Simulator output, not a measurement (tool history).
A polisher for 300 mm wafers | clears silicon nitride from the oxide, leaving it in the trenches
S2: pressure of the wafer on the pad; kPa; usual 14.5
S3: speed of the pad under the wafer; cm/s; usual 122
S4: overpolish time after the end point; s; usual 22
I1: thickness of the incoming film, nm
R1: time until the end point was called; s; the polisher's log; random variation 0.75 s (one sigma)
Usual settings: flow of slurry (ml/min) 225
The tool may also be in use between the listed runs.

Run 1, day 0.000: usual settings but S2 11.7 kPa; I1 80.5. Result: R1 109.7 s.
Run 2, day 1.075: usual settings but flow of slurry (ml/min) 190; I1 79.0. Result: R1 89.6 s.
At day 1.775: worn pad replaced by a new one.
Run 3, day 2.871: usual settings; I1 80.6. Result: R1 89.6 s.
Run 4, day 5.129: usual settings; I1 79.2. Result: R1 87.9 s.
Run 5, day 6.625: usual settings but S3 92 cm/s; I1 79.0. Result: R1 117.6 s.
Run 6, day 8.104: usual settings; I1 79.4. Result: R1 89.8 s.
Run 7, day 9.392: usual settings; I1 80.4. Result: R1 91.1 s.
At day 11.479: worn pad replaced by a new one.
Run 8, day 11.892: usual settings; I1 79.8. Result: R1 90.0 s.
Run 9, day 14.083: usual settings; I1 79.8. Result: R1 91.8 s.
Run 10, day 15.946: usual settings; I1 80.0. Result: R1 92.1 s.
Run 11, day 18.533: usual settings; I1 79.8. Result: R1 93.1 s.
Run 12, day 19.667: usual settings; I1 80.2. Result: R1 94.2 s.
At day 20.667: worn pad replaced by a new one.
Run 13, day 22.071: usual settings but flow of slurry (ml/min) 265, S2 17.2 kPa; I1 79.6. Result: R1 75.3 s.
At day 23.804: head pressure recalibrated.
Run 14, day 24.533: usual settings but S2 17.9 kPa, S3 132 cm/s; I1 78.5. Result: R1 75.1 s.
Run 15, day 25.871: usual settings; I1 80.2. Result: R1 103.0 s.
At day 26.358: slurry nozzle cleaned.
Run 16, day 27.442: usual settings; I1 79.0. Result: R1 99.3 s.
At day 30.183: worn pad replaced by a new one.
Run 17, day 30.362: usual settings but S4 13 s; I1 80.8. Result: R1 103.0 s.
Run 18, day 32.529: usual settings but flow of slurry (ml/min) 300; I1 80.4. Result: R1 99.3 s.
At day 32.642: head pressure recalibrated, repeated, since the last time left the tool worse.
Run 19, day 33.775: usual settings but S2 18.6 kPa, S3 158 cm/s; I1 78.8. Result: R1 50.8 s.
Run 20, day 34.796: usual settings; I1 79.9. Result: R1 87.4 s.
Run 21, day 35.950: usual settings but S3 98 cm/s; I1 78.7. Result: R1 106.9 s.
At day 40.046: worn pad replaced by a new one.
Run 22, day 41.458: usual settings but flow of slurry (ml/min) 260, S3 154 cm/s, S4 18 s; I1 79.2. Result: R1 67.3 s.
Run 23, day 43.700: usual settings but S3 164 cm/s; I1 79.9. Result: R1 63.9 s.
Run 24, day 46.075: usual settings; I1 78.6. Result: R1 85.8 s.

3 ways to go on from here, each from the tool as it stands after run 24. What would each give?
Run A, day 46.096: usual settings; I1 78.5. Result: R1 ?.
Run B, day 46.096: usual settings but flow of slurry (ml/min) 270, S3 102 cm/s; I1 78.5. Result: R1 ?.
Run C, day 46.096: usual settings but S2 11.7 kPa, S3 144 cm/s, S4 14 s; I1 78.5. Result: R1 ?.

run    R1
  A  85.1
  B  99.7
  C  89.1
Without the tool's hidden state the same runs would have given:
run    R1
  A  83.5
  B  97.7
  C  87.4

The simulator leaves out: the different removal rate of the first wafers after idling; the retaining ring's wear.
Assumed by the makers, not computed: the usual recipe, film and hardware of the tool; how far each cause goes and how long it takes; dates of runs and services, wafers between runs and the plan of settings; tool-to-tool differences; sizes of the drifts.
